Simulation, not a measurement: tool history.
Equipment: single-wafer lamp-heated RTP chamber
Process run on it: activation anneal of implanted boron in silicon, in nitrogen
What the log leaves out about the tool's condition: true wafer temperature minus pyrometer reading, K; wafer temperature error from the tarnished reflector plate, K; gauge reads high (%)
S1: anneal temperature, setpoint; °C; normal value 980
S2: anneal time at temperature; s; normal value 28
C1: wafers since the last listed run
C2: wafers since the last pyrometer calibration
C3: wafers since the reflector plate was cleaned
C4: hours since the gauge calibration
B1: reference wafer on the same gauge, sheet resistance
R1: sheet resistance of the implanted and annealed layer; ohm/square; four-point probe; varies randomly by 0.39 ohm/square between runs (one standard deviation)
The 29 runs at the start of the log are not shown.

Run 30, hour 1602.1: usual settings but S1 1001 °C; C1 517; C2 6874; C3 5587; C4 328.9; B1 98.73. Result: R1 80.48 ohm/square.
At hour 1634.5: pyrometer window cleaned and pyrometer calibrated.
Run 31, hour 1635.0: usual settings but S1 954 °C, S2 34 s; C1 310; C2 5; C3 5898; C4 361.8; B1 98.90. Result: R1 105.40 ohm/square.
Run 32, hour 1668.3: usual settings; C1 414; C2 420; C3 6313; C4 395.1; B1 98.85. Result: R1 89.45 ohm/square.
Run 33, hour 1733.2: usual settings but S1 995 °C; C1 808; C2 1229; C3 7121; C4 460.0; B1 98.92. Result: R1 82.45 ohm/square.
Run 34, hour 1765.3: usual settings but S1 959 °C, S2 20 s; C1 399; C2 1629; C3 7521; C4 492.1; B1 98.90. Result: R1 106.23 ohm/square.
Run 35, hour 1819.5: usual settings; C1 675; C2 2304; C3 8196; C4 546.3; B1 99.03. Result: R1 88.40 ohm/square.
At hour 1892.9: reflector plate cleaned.
Run 36, hour 1893.4: usual settings but S1 957 °C, S2 39 s; C1 821; C2 3125; C3 5; C4 620.2; B1 98.86. Result: R1 102.90 ohm/square.
Run 37, hour 1922.9: usual settings but S1 1007 °C, S2 44 s; C1 367; C2 3493; C3 373; C4 649.7; B1 99.01. Result: R1 79.36 ohm/square.
Run 38, hour 1987.3: usual settings but S1 959 °C, S2 39 s; C1 802; C2 4295; C3 1175; C4 714.1; B1 98.79. Result: R1 99.01 ohm/square.

Each row is a separate what-if for the run after 38, all from the same tool condition, not one after another. Results?
Run A, hour 1987.7: usual settings; C1 4; C2 4300; C3 1180; C4 714.5; B1 ?. Result: R1 ?.
Run B, hour 1987.7: usual settings but S2 39 s; C1 4; C2 4300; C3 1180; C4 714.5; B1 ?. Result: R1 ?.
Run C, hour 1987.7: usual settings but S1 991 °C, S2 32 s; C1 4; C2 4300; C3 1180; C4 714.5; B1 ?. Result: R1 ?.

run     B1     R1
  A  99.05  88.16
  B  99.05  86.60
  C  99.05  83.40
With the hidden condition removed and each run's random variation left untouched, the same runs would have given:
run     R1
  A  90.75
  B  88.94
  C  85.20
